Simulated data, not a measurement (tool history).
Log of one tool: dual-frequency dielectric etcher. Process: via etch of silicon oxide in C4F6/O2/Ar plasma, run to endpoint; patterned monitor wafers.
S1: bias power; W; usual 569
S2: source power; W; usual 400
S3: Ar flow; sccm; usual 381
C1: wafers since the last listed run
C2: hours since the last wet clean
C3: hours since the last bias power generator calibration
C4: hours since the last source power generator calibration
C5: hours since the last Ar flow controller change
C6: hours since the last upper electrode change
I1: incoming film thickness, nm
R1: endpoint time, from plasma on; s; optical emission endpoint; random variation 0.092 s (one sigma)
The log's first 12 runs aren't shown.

run	hour	S1	S2	S3	C1	C2	C3	C4	C5	C6	I1	R1
13	330.1	569	400	381	215	426.9	39.1	2603.9	3072	2428.5	151.2	30.4
14	345.7	516	400	381	135	442.5	54.7	2619.5	3087.6	2444.1	151.1	31.5
# hour 388.1: upper electrode replaced
15	388.6	697	360	381	164	485.4	97.6	2662.4	3130.5	0.5	152.4	29.3
16	389	569	350	442	3	485.8	98	2662.8	3130.9	0.9	150.3	32.1
17	413.8	605	370	304	215	510.6	122.8	2687.6	3155.7	25.7	150.4	28.9
18	448	505	360	454	297	544.8	157	2721.8	3189.9	59.9	152	33.7
# hour 454.7: Ar flow controller replaced
# hour 477.2: wet clean of the chamber
19	477.7	569	440	381	10	0.5	186.7	2751.5	23	89.6	151	30.1
20	499.1	509	400	438	186	21.9	208.1	2772.9	44.4	111	151.1	33
21	531.2	569	400	430	279	54	240.2	2805	76.5	143.1	148.9	31
# hour 563.2: source power generator calibrated
22	563.7	611	340	322	247	86.5	272.7	0.5	109	175.6	149.9	30.2
23	576.7	569	400	381	113	99.5	285.7	13.5	122	188.6	151.4	31.1
24	595	494	400	381	159	117.8	304	31.8	140.3	206.9	151.4	32.5
25	609.6	569	400	381	127	132.4	318.6	46.4	154.9	221.5	149.6	30.5
26	626.1	627	350	436	143	148.9	335.1	62.9	171.4	238	150.4	31.2
27	640.1	472	430	356	121	162.9	349.1	76.9	185.4	252	152.1	31.9
28	669.4	569	400	381	254	192.2	378.4	106.2	214.7	281.3	150.6	30.6
29	686.7	478	330	465	150	209.5	395.7	123.5	232	298.6	148.9	34.9
30	717.1	569	400	322	264	239.9	426.1	153.9	262.4	329	150.9	29.7

Forecast each of these 3 alternatives for the next run:
A	717.5	569	400	381	3	240.3	426.5	154.3	262.8	329.4	151	?
B	717.5	569	490	381	3	240.3	426.5	154.3	262.8	329.4	151	?
C	717.5	607	400	381	3	240.3	426.5	154.3	262.8	329.4	151	?

run	R1
A	30.7
B	29
C	30
Without the tool's hidden state the same runs would have given:
run	R1
A	31
B	29.2
C	30.3

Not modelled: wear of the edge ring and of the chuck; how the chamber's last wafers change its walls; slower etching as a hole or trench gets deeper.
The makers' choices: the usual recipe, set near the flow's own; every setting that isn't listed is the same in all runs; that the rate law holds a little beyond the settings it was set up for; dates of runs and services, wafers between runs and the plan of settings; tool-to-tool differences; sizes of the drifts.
